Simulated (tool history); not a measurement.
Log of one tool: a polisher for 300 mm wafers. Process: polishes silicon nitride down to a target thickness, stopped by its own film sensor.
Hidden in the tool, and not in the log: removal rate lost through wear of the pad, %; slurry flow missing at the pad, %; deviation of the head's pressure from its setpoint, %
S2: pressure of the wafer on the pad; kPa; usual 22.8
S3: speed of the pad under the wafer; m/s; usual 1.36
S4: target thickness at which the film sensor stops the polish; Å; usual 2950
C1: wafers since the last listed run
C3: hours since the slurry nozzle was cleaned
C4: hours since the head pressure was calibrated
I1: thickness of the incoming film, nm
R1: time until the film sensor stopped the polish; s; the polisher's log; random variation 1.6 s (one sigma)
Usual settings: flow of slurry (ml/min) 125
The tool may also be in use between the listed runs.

Run 1, hour 0: usual settings; C1 0; wafers polished on this pad 332; C3 434.5; C4 201.4; I1 503.1. Result: R1 124.4 s.
Run 2, hour 25.6: usual settings; C1 198; wafers polished on this pad 531; C3 460.1; C4 227; I1 497.8. Result: R1 121.3 s.
At hour 35.6: slurry nozzle cleaned.
Run 3, hour 94: usual settings; C1 522; wafers polished on this pad 1053; C3 58.4; C4 295.4; I1 507.3. Result: R1 134.6 s.
Run 4, hour 131.2: usual settings; C1 288; wafers polished on this pad 1342; C3 95.6; C4 332.6; I1 494.4. Result: R1 125.2 s.
Run 5, hour 166.7: usual settings; C1 275; wafers polished on this pad 1617; C3 131.1; C4 368.1; I1 495.7. Result: R1 132.2 s.
Run 6, hour 219.6: usual settings; C1 410; wafers polished on this pad 2027; C3 184; C4 421; I1 497.3. Result: R1 134.9 s.
Run 7, hour 281.4: usual settings; C1 479; wafers polished on this pad 2506; C3 245.8; C4 482.8; I1 505.8. Result: R1 143.9 s.
Run 8, hour 337.8: usual settings; C1 437; wafers polished on this pad 2943; C3 302.2; C4 539.2; I1 500.5. Result: R1 143.3 s.
At hour 356.9: head pressure recalibrated.
Run 9, hour 386.6: usual settings but S3 1.1 m/s; C1 362; wafers polished on this pad 3306; C3 351; C4 29.7; I1 509.5. Result: R1 158.8 s.
Run 10, hour 452.9: usual settings but S3 1.1 m/s; C1 513; wafers polished on this pad 3820; C3 417.3; C4 96; I1 508.2. Result: R1 154.1 s.
Run 11, hour 503: usual settings but S4 3630 Å; C1 388; wafers polished on this pad 4209; C3 467.4; C4 146.1; I1 503.2. Result: R1 91.2 s.
At hour 554: worn pad replaced by a new one.
Run 12, hour 554.3: usual settings but S4 2340 Å; C1 366; wafers polished on this pad 2; C3 518.7; C4 197.4; I1 500.8. Result: R1 154.4 s.
At hour 575.6: slurry nozzle cleaned.
Run 13, hour 610.9: usual settings but flow of slurry (ml/min) 115, S3 0.9 m/s; C1 431; wafers polished on this pad 433; C3 35.3; C4 254; I1 507.4. Result: R1 177.3 s.
Run 14, hour 655.1: usual settings; C1 342; wafers polished on this pad 776; C3 79.5; C4 298.2; I1 498.7. Result: R1 125.4 s.
Run 15, hour 845.6: usual settings but flow of slurry (ml/min) 165, S2 30.3 kPa, S3 1.12 m/s; C1 1476; wafers polished on this pad 2253; C3 270; C4 488.7; I1 503.5. Result: R1 123.9 s.
At hour 879.6: head pressure recalibrated.
Run 16, hour 880.1: usual settings but S2 27.6 kPa, S3 1.68 m/s; C1 251; wafers polished on this pad 2505; C3 304.5; C4 0.5; I1 501.9. Result: R1 93.5 s.
Run 17, hour 946.2: usual settings but S2 30.3 kPa, S4 2500 Å; C1 512; wafers polished on this pad 3017; C3 370.6; C4 66.6; I1 497.5. Result: R1 125.2 s.
Run 18, hour 985.7: usual settings but S4 2630 Å; C1 306; wafers polished on this pad 3323; C3 410.1; C4 106.1; I1 501.9. Result: R1 153 s.
Run 19, hour 1045.3: usual settings; C1 462; wafers polished on this pad 3785; C3 469.7; C4 165.7; I1 500.6. Result: R1 129.8 s.
At hour 1112.3: worn pad replaced by a new one.
At hour 1157: slurry nozzle cleaned.
Run 20, hour 1232.8: usual settings but flow of slurry (ml/min) 105, S3 1.48 m/s; C1 1414; wafers polished on this pad 926; C3 75.8; C4 353.2; I1 505.4. Result: R1 126.4 s.
Run 21, hour 1292.2: usual settings but flow of slurry (ml/min) 145, S3 1.58 m/s; C1 460; wafers polished on this pad 1386; C3 135.2; C4 412.6; I1 493. Result: R1 106.2 s.
Run 22, hour 1348.8: usual settings but S4 2320 Å; C1 438; wafers polished on this pad 1825; C3 191.8; C4 469.2; I1 506.9. Result: R1 183.1 s.
Run 23, hour 1391.2: usual settings; C1 328; wafers polished on this pad 2154; C3 234.2; C4 511.6; I1 496.4. Result: R1 132.4 s.
Run 24, hour 1415.9: usual settings but flow of slurry (ml/min) 165, S2 28.3 kPa, S3 1.8 m/s; C1 191; wafers polished on this pad 2345; C3 258.9; C4 536.3; I1 497.3. Result: R1 87.7 s.
Run 25, hour 1457: usual settings but flow of slurry (ml/min) 165, S3 1.52 m/s; C1 318; wafers polished on this pad 2664; C3 300; C4 577.4; I1 503.7. Result: R1 121.4 s.
At hour 1488.3: head pressure recalibrated.
Run 26, hour 1498.6: usual settings; C1 306; wafers polished on this pad 2971; C3 341.6; C4 10.3; I1 493.4. Result: R1 125.7 s.
Run 27, hour 1541.2: usual settings but S2 26.2 kPa; C1 330; wafers polished on this pad 3301; C3 384.2; C4 52.9; I1 498.4. Result: R1 113.9 s.
Run 28, hour 1597.1: usual settings; C1 433; wafers polished on this pad 3734; C3 440.1; C4 108.8; I1 498.8. Result: R1 128 s.
At hour 1608.5: worn pad replaced by a new one.
Run 29, hour 1642.8: usual settings; C1 323; wafers polished on this pad 265; C3 485.8; C4 154.5; I1 499.9. Result: R1 119.9 s.
At hour 1656.9: slurry nozzle cleaned.
Run 30, hour 1708: usual settings but S2 16.5 kPa; C1 497; wafers polished on this pad 763; C3 51.1; C4 219.7; I1 506.8. Result: R1 157.8 s.
Run 31, hour 1749: usual settings but flow of slurry (ml/min) 110, S2 28.3 kPa, S3 1.6 m/s, S4 3170 Å; C1 317; wafers polished on this pad 1081; C3 92.1; C4 260.7; I1 503. Result: R1 88.4 s.
Run 32, hour 1800: usual settings; C1 395; wafers polished on this pad 1476; C3 143.1; C4 311.7; I1 504.9. Result: R1 134.5 s.
Run 33, hour 1833.9: usual settings but S2 18.6 kPa, S3 1.52 m/s; C1 262; wafers polished on this pad 1739; C3 177; C4 345.6; I1 496.9. Result: R1 136.3 s.
Run 34, hour 1880.8: usual settings but flow of slurry (ml/min) 105; C1 363; wafers polished on this pad 2103; C3 223.9; C4 392.5; I1 495.5. Result: R1 136.1 s.
Run 35, hour 1928.1: usual settings but flow of slurry (ml/min) 100; C1 366; wafers polished on this pad 2469; C3 271.2; C4 439.8; I1 498.9. Result: R1 145 s.

5 ways to go on from here, each from the tool as it stands after run 35. What would each give?
Run A, hour 1928.6: usual settings but flow of slurry (ml/min) 110; C1 3; wafers polished on this pad 2473; C3 271.7; C4 440.3; I1 504.5. Result: R1 ?.
Run B, hour 1928.6: usual settings but flow of slurry (ml/min) 160, S3 1.66 m/s; C1 3; wafers polished on this pad 2473; C3 271.7; C4 440.3; I1 504.5. Result: R1 ?.
Run C, hour 1928.6: usual settings but flow of slurry (ml/min) 145, S2 14.5 kPa, S3 1.06 m/s, S4 3220 Å; C1 3; wafers polished on this pad 2473; C3 271.7; C4 440.3; I1 504.5. Result: R1 ?.
Run D, hour 1928.6: usual settings but flow of slurry (ml/min) 100, S2 19.3 kPa, S3 1.6 m/s, S4 2600 Å; C1 3; wafers polished on this pad 2473; C3 271.7; C4 440.3; I1 504.5. Result: R1 ?.
Run E, hour 1928.6: usual settings but flow of slurry (ml/min) 85; C1 3; wafers polished on this pad 2473; C3 271.7; C4 440.3; I1 504.5. Result: R1 ?.

run     R1
  A    140
  B  110.9
  C  187.1
  D  165.9
  E  151.3
Without the tool's hidden state the same runs would have given:
run     R1
  A  117.8
  B   93.3
  C  157.4
  D  139.6
  E  127.3
